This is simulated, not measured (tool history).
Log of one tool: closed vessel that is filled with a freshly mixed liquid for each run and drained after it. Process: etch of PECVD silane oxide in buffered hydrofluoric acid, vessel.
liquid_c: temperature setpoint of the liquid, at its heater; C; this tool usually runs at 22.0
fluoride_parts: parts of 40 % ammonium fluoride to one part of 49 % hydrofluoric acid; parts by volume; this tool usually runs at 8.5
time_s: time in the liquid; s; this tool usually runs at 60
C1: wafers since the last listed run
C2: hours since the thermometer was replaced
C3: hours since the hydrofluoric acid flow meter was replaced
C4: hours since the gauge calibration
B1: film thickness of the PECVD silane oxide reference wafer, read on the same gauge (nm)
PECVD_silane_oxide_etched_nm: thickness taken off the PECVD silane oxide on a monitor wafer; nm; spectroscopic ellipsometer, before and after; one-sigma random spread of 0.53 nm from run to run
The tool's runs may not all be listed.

{"run": 1, "hour": 0.0, "liquid_c": 22.0, "fluoride_parts": 8.5, "time_s": 60, "C1": 0, "C2": 2223.2, "C3": 1504.5, "C4": 174.4, "B1": 60.0, "PECVD_silane_oxide_etched_nm": 202.87}
{"run": 2, "hour": 9.3, "liquid_c": 22.0, "fluoride_parts": 8.5, "time_s": 60, "C1": 1178, "C2": 2232.5, "C3": 1513.8, "C4": 183.7, "B1": 60.01, "PECVD_silane_oxide_etched_nm": 202.97}
{"run": 3, "hour": 19.6, "liquid_c": 22.0, "fluoride_parts": 8.5, "time_s": 60, "C1": 1305, "C2": 2242.8, "C3": 1524.1, "C4": 194.0, "B1": 60.0, "PECVD_silane_oxide_etched_nm": 202.74}
{"run": 4, "hour": 31.4, "liquid_c": 22.0, "fluoride_parts": 8.5, "time_s": 70, "C1": 1495, "C2": 2254.6, "C3": 1535.9, "C4": 205.8, "B1": 59.99, "PECVD_silane_oxide_etched_nm": 236.78}
{"run": 5, "hour": 46.7, "liquid_c": 22.0, "fluoride_parts": 8.5, "time_s": 60, "C1": 1939, "C2": 2269.9, "C3": 1551.2, "C4": 221.1, "B1": 59.98, "PECVD_silane_oxide_etched_nm": 202.77}
{"run": 6, "hour": 60.7, "liquid_c": 22.0, "fluoride_parts": 8.5, "time_s": 60, "C1": 1774, "C2": 2283.9, "C3": 1565.2, "C4": 235.1, "B1": 60.03, "PECVD_silane_oxide_etched_nm": 203.2}
{"hour": 80.7, "done": "gauge calibrated"}
{"hour": 101.1, "done": "thermometer replaced"}
{"run": 7, "hour": 111.6, "liquid_c": 22.0, "fluoride_parts": 8.5, "time_s": 60, "C1": 6325, "C2": 10.5, "C3": 1616.1, "C4": 30.9, "B1": 59.97, "PECVD_silane_oxide_etched_nm": 229.06}
{"run": 8, "hour": 121.6, "liquid_c": 22.0, "fluoride_parts": 8.5, "time_s": 60, "C1": 1267, "C2": 20.5, "C3": 1626.1, "C4": 40.9, "B1": 60.02, "PECVD_silane_oxide_etched_nm": 229.07}
{"run": 9, "hour": 138.3, "liquid_c": 22.0, "fluoride_parts": 8.5, "time_s": 60, "C1": 2117, "C2": 37.2, "C3": 1642.8, "C4": 57.6, "B1": 60.02, "PECVD_silane_oxide_etched_nm": 229.54}
{"run": 10, "hour": 154.1, "liquid_c": 22.0, "fluoride_parts": 11.5, "time_s": 60, "C1": 2003, "C2": 53.0, "C3": 1658.6, "C4": 73.4, "B1": 59.98, "PECVD_silane_oxide_etched_nm": 172.63}
{"run": 11, "hour": 165.6, "liquid_c": 22.0, "fluoride_parts": 10.0, "time_s": 85, "C1": 1457, "C2": 64.5, "C3": 1670.1, "C4": 84.9, "B1": 59.98, "PECVD_silane_oxide_etched_nm": 271.82}
{"hour": 177.3, "done": "hydrofluoric acid flow meter replaced"}
{"run": 12, "hour": 177.8, "liquid_c": 19.0, "fluoride_parts": 11.5, "time_s": 40, "C1": 1419, "C2": 76.7, "C3": 0.5, "C4": 97.1, "B1": 59.97, "PECVD_silane_oxide_etched_nm": 88.61}
{"run": 13, "hour": 194.0, "liquid_c": 22.0, "fluoride_parts": 5.5, "time_s": 30, "C1": 2053, "C2": 92.9, "C3": 16.7, "C4": 113.3, "B1": 59.99, "PECVD_silane_oxide_etched_nm": 154.43}
{"run": 14, "hour": 207.3, "liquid_c": 22.0, "fluoride_parts": 8.5, "time_s": 90, "C1": 1686, "C2": 106.2, "C3": 30.0, "C4": 126.6, "B1": 60.02, "PECVD_silane_oxide_etched_nm": 308.02}
{"run": 15, "hour": 216.6, "liquid_c": 22.0, "fluoride_parts": 8.5, "time_s": 60, "C1": 1178, "C2": 115.5, "C3": 39.3, "C4": 135.9, "B1": 60.0, "PECVD_silane_oxide_etched_nm": 203.54}
{"run": 16, "hour": 231.4, "liquid_c": 17.0, "fluoride_parts": 10.0, "time_s": 40, "C1": 1876, "C2": 130.3, "C3": 54.1, "C4": 150.7, "B1": 59.99, "PECVD_silane_oxide_etched_nm": 90.39}

Each row is a separate what-if for the run after 16, all from the same tool condition, not one after another. Results?
{"run": "A", "hour": 232.1, "liquid_c": 22.0, "fluoride_parts": 8.5, "time_s": 60, "C1": 88, "C2": 131.0, "C3": 54.8, "C4": 151.4, "B1": "?", "PECVD_silane_oxide_etched_nm": "?"}
{"run": "B", "hour": 232.1, "liquid_c": 18.5, "fluoride_parts": 9.5, "time_s": 45, "C1": 88, "C2": 131.0, "C3": 54.8, "C4": 151.4, "B1": "?", "PECVD_silane_oxide_etched_nm": "?"}
{"run": "C", "hour": 232.1, "liquid_c": 18.5, "fluoride_parts": 10.0, "time_s": 80, "C1": 88, "C2": 131.0, "C3": 54.8, "C4": 151.4, "B1": "?", "PECVD_silane_oxide_etched_nm": "?"}
{"run": "D", "hour": 232.1, "liquid_c": 22.0, "fluoride_parts": 10.0, "time_s": 75, "C1": 88, "C2": 131.0, "C3": 54.8, "C4": 151.4, "B1": "?", "PECVD_silane_oxide_etched_nm": "?"}
{"run": "E", "hour": 232.1, "liquid_c": 24.5, "fluoride_parts": 11.0, "time_s": 40, "C1": 88, "C2": 131.0, "C3": 54.8, "C4": 151.4, "B1": "?", "PECVD_silane_oxide_etched_nm": "?"}

run=A B1=59.99 PECVD_silane_oxide_etched_nm=204.55
run=B B1=59.99 PECVD_silane_oxide_etched_nm=114.24
run=C B1=59.99 PECVD_silane_oxide_etched_nm=196.63
run=D B1=59.99 PECVD_silane_oxide_etched_nm=224.25
run=E B1=59.99 PECVD_silane_oxide_etched_nm=125.30
With no hidden state in the tool, these same runs would have given:
run=A PECVD_silane_oxide_etched_nm=206.59
run=B PECVD_silane_oxide_etched_nm=115.75
run=C PECVD_silane_oxide_etched_nm=199.22
run=D PECVD_silane_oxide_etched_nm=227.13
run=E PECVD_silane_oxide_etched_nm=126.61

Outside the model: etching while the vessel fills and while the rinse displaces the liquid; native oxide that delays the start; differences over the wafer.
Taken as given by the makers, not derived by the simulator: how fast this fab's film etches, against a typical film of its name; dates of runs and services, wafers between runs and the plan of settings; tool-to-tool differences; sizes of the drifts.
